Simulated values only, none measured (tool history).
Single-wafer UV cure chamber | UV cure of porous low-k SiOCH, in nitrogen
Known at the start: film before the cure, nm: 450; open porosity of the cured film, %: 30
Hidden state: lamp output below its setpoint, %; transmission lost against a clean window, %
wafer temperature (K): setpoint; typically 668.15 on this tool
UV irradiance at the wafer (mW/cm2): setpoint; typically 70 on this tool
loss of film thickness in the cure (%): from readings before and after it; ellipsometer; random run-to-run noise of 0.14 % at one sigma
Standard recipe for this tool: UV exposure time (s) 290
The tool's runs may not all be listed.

run    hour  wafer temperature (K)  UV exposure time (s)  UV irradiance at the wafer (mW/cm2)  wafers since the last listed run  hours since the UV bulbs were replaced  wafers since the quartz window was cleaned  loss of film thickness in the cure (%)
  1     0.0                 668.15                   290                                   53                                 0                                  1307.4                                         819                                  10.884
  2    42.2                 668.15                   290                                   53                               311                                  1349.6                                        1130                                  11.156
  3    93.1                 668.15                   290                                   53                               375                                  1400.5                                        1506                                  11.076
  4   134.3                 668.15                   290                                   70                               304                                  1441.7                                        1811                                  12.491
  5   184.0                 668.15                   290                                   70                               367                                  1491.4                                        2178                                  12.277
      222.9  -- quartz window cleaned
  6   228.7                 668.15                   290                                   70                               271                                  1536.1                                          43                                  12.167
  7   263.1                 668.15                   290                                   70                               254                                  1570.5                                         297                                  12.133
  8   295.1                 668.15                   290                                   70                               236                                  1602.5                                         533                                  12.253
  9   351.2                 668.15                   290                                   70                               414                                  1658.6                                         947                                  12.092
 10   389.7                 668.15                   290                                   70                               284                                  1697.1                                        1232                                  12.271
 11   433.0                 668.15                   290                                   70                               319                                  1740.4                                        1552                                  11.985
 12   502.3                 668.15                   290                                   70                               511                                  1809.7                                        2063                                  11.742
      542.4  -- quartz window cleaned
      577.9  -- UV bulbs replaced
 13   698.0                 668.15                   290                                   70                              1327                                   120.1                                        1090                                  13.238
 14   761.8                 683.15                   405                                   70                               471                                   183.9                                        1561                                  15.432
 15   811.5                 668.15                   155                                   70                               367                                   233.6                                        1928                                  10.095
 16   840.2                 668.15                   290                                   70                               211                                   262.3                                        2140                                  12.968
      865.2  -- quartz window cleaned
 17   881.6                 668.15                   290                                  104                               246                                   303.7                                         120                                  15.213
 18   968.1                 648.15                   235                                   42                               638                                   390.2                                         759                                   9.166
     1141.0  -- quartz window cleaned
 19  1141.5                 668.15                   290                                   70                              1221                                   563.6                                           3                                  13.350
 20  1187.0                 683.15                   365                                   40                               336                                   609.1                                         339                                  11.592
 21  1211.3                 686.15                   290                                   70                               179                                   633.4                                         518                                  13.610
 22  1271.6                 683.15                   405                                   70                               445                                   693.7                                         964                                  15.146
 23  1296.8                 668.15                   165                                   70                               186                                   718.9                                        1150                                   9.930
 24  1355.4                 661.15                   125                                   70                               432                                   777.5                                        1583                                   8.519
 25  1418.1                 654.15                   335                                   49                               463                                   840.2                                        2046                                  11.534
     1469.2  -- quartz window cleaned
 26  1469.7                 685.15                   290                                   70                               322                                   891.8                                           3                                  13.233

Branching from run 26: 3 alternative next runs. What would each branch give?
  A  1470.2                 654.15                   290                                   70                                 3                                   892.3                                           7                                       ?
  B  1470.2                 668.15                   290                                   86                                 3                                   892.3                                           7                                       ?
  C  1470.2                 680.15                   290                                   70                                 3                                   892.3                                           7                                       ?

run  loss of film thickness in the cure (%)
  A                                  12.419
  B                                  13.777
  C                                  12.943
Without the tool's unlogged condition, the same runs would have read:
run  loss of film thickness in the cure (%)
  A                                  12.748
  B                                  14.114
  C                                  13.276
